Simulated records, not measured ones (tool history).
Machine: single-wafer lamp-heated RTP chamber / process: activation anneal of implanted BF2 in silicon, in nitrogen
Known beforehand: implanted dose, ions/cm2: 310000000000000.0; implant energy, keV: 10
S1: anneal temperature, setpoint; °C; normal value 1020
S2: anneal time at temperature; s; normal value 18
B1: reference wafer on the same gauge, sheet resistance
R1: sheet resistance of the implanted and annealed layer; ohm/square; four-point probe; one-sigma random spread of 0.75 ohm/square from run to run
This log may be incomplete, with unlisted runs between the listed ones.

| run | hour | S1 | S2 | B1 | R1 |
|---|---|---|---|---|---|
| 1 | 0.0 | 1020 | 13 | 391.17 | 406.80 |
| 2 | 7.8 | 1020 | 13 | 390.90 | 404.84 |
| 3 | 21.6 | 1020 | 13 | 390.88 | 406.26 |
| 4 | 29.7 | 1020 | 18 | 390.74 | 399.90 |
| 5 | 44.1 | 1020 | 18 | 390.92 | 399.72 |
| 6 | 53.7 | 1020 | 18 | 390.91 | 399.48 |
| 7 | 64.3 | 1020 | 18 | 391.09 | 401.10 |
| 8 | 77.0 | 1020 | 18 | 391.31 | 399.63 |
| 9 | 89.4 | 1020 | 18 | 390.74 | 399.66 |
| 10 | 97.2 | 1020 | 15 | 391.12 | 402.84 |
| 11 | 107.0 | 1020 | 15 | 391.44 | 402.24 |
| 12 | 120.0 | 1020 | 15 | 391.07 | 403.02 |
|  | 134.9 | pyrometer window cleaned and pyrometer calibrated |
| 13 | 135.4 | 1039 | 24 | 391.02 | 379.47 |
| 14 | 140.3 | 1037 | 25 | 390.66 | 378.76 |
|  | 152.0 | reflector plate cleaned |
| 15 | 153.2 | 1028 | 13 | 390.95 | 397.56 |
|  | 155.9 | gauge calibrated |
| 16 | 163.3 | 1020 | 18 | 390.99 | 394.10 |
|  | 181.3 | pyrometer window cleaned and pyrometer calibrated, repeated, since the last time left the tool worse |
| 17 | 181.8 | 1009 | 18 | 391.46 | 411.29 |

Expected results for the next run?
| 18 | 187.6 | 1039 | 21 | ? | ? |

{"run 18": {"B1": 391.26, "R1": 389.51}}
Minus the tool's unlogged condition, the same run would have read R1 389.68 ohm/square.

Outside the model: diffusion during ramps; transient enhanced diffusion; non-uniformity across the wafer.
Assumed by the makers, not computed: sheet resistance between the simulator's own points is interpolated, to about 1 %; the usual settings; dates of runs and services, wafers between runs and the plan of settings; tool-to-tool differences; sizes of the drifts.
